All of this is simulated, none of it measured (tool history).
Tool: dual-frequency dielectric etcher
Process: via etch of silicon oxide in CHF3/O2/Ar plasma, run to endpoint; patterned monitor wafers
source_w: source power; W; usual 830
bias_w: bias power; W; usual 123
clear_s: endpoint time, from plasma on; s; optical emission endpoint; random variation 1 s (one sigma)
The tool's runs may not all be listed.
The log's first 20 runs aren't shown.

run,hour,source_w,bias_w,"incoming incoming film thickness, nm",clear_s
21,676.6,1020,104,621.9,332.7
22,698.2,980,148,625.4,312.7
23,720.5,990,140,624.4,316
24,738,660,147,626,340
25,762.2,990,111,631.7,336.1
26,798.1,960,138,625.5,318.3
27,832.7,650,112,615.8,354.3
28,865.5,770,123,623.9,339.7
29,883.2,830,107,627.5,345.6
30,910.6,1010,107,625.7,329.5
31,945.2,770,109,628.3,349.3
32,978.6,830,123,627.5,333
33,1007.2,830,109,623,340
34,1027.8,890,123,616,319.8
35,1059.5,830,123,631.2,334.1

4 ways to go on from here, each from the tool as it stands after run 35. What would each give?
A,1060,960,123,623.1,?
B,1060,740,106,623.1,?
C,1060,970,139,623.1,?
D,1060,1030,95,623.1,?

run,clear_s
A,316.9
B,346.7
C,307.2
D,329.5
Without the tool's hidden state the same runs would have given:
run,clear_s
A,329.2
B,360.2
C,319.2
D,342.3

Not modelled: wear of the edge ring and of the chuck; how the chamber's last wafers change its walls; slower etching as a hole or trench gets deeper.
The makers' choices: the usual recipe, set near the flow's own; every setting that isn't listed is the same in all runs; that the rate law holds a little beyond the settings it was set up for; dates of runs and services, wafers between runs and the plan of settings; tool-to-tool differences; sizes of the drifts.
